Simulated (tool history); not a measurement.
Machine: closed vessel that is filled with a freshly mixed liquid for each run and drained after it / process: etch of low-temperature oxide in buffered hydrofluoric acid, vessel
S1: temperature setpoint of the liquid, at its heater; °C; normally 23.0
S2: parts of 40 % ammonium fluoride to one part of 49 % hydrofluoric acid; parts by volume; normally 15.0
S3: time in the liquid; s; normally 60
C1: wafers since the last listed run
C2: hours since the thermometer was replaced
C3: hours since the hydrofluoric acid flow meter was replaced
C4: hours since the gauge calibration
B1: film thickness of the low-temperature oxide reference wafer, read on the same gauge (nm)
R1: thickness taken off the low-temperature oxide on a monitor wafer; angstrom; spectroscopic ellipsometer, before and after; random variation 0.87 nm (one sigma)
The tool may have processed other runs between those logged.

run    hour    S1    S2  S3     C1      C2      C3      C4      B1      R1
  1     0.0  23.0  15.0  60      0   837.9   229.8     3.6  120.01  1630.4
  2    77.3  23.0  15.0  60   5219   915.2   307.1    80.9  120.05  1633.4
  3   128.1  23.0  15.0  60   3430   966.0   357.9   131.7  119.99  1621.0
  4   220.4  23.0  18.0  60   6232  1058.3   450.2   224.0  120.01  1367.8
  5   267.8  23.0  18.0  60   3200  1105.7   497.6   271.4  120.01  1366.1
      333.3  -- thermometer replaced
  6   400.9  23.0  18.0  60   8920    67.6   630.7   404.5  119.96  1318.7
  7   483.4  23.0  15.0  60   5570   150.1   713.2   487.0  120.00  1593.4
      651.6  -- hydrofluoric acid flow meter replaced
  8   704.1  23.0  18.5  40  14835   370.8    52.5   707.7  120.03   860.3
  9   790.4  23.0  15.0  60   5827   457.1   138.8   794.0  119.94  1599.9
 10   827.1  23.0  15.0  60   2478   493.8   175.5   830.7  120.06  1608.0
 11   915.6  21.5  20.5  45   5976   582.3   264.0   919.2  119.98   821.3
 12   954.0  20.5  19.0  40   2593   620.7   302.4   957.6  120.03   740.4
 13  1055.4  20.5  13.0  90   6847   722.1   403.8  1059.0  119.94  2415.4
 14  1124.8  18.0  12.5  30   4686   791.5   473.2  1128.4  119.98   728.7
 15  1180.9  23.0  15.0  30   3788   847.6   529.3  1184.5  120.00   811.4
 16  1282.1  26.5  15.0  30   6833   948.8   630.5  1285.7  119.99   973.9
 17  1339.2  23.0  11.0  60   3855  1005.9   687.6  1342.8  120.00  2191.2
 18  1408.8  18.5  10.0  75   4699  1075.5   757.2  1412.4  120.04  2367.6
     1423.6  -- thermometer replaced
 19  1603.7  26.5  15.0  30  13093   180.1   952.1  1607.3  120.02   959.9
 20  1667.2  25.0  15.0  75   4287   243.6  1015.6  1670.8  120.01  2203.5
     1692.3  -- hydrofluoric acid flow meter replaced
 21  1710.0  26.5  18.0  85   2822   286.4    17.7  1713.6  120.00  2277.1
 22  1762.5  18.0  15.0  45   3545   338.9    70.2  1766.1  119.98   907.1
 23  1830.4  18.5  16.5  45   4585   406.8   138.1  1834.0  120.00   857.8
 24  1892.2  25.5  19.0  30   4173   468.6   199.9  1895.8  119.97   724.9
 25  1931.1  20.0  17.0  45   2626   507.5   238.8  1934.7  119.97   889.1
 26  2004.5  23.0  15.0  60   4956   580.9   312.2  2008.1  120.07  1613.8
 27  2071.3  20.5  19.0  35   4510   647.7   379.0  2074.9  120.02   647.3
 28  2109.4  21.5  19.5  85   2572   685.8   417.1  2113.0  120.01  1625.5
 29  2178.3  23.0  15.0  60   4652   754.7   486.0  2181.9  119.98  1621.4
 30  2270.3  23.0  15.0  75   6212   846.7   578.0  2273.9  120.02  2038.9
     2497.0  -- thermometer replaced
 31  2571.1  27.5  19.5  50  20244    74.1   878.8  2574.7  119.96  1296.5

Forecast each of these 5 alternatives for the next run:
  A  2571.8  23.0  15.0  60  47  74.8  879.5  2575.4   ?   ?
  B  2571.8  28.0  11.0  60  47  74.8  879.5  2575.4   ?   ?
  C  2571.8  26.5  15.0  60  47  74.8  879.5  2575.4   ?   ?
  D  2571.8  23.0  10.5  60  47  74.8  879.5  2575.4   ?   ?
  E  2571.8  26.0  13.0  85  47  74.8  879.5  2575.4   ?   ?

run      B1      R1
  A  120.02  1581.1
  B  120.02  2806.1
  C  120.02  1912.3
  D  120.02  2241.5
  E  120.02  3034.4
With the hidden condition removed and each run's random variation left untouched, the same runs would have given:
run      R1
  A  1577.6
  B  2800.2
  C  1908.2
  D  2236.6
  E  3027.8
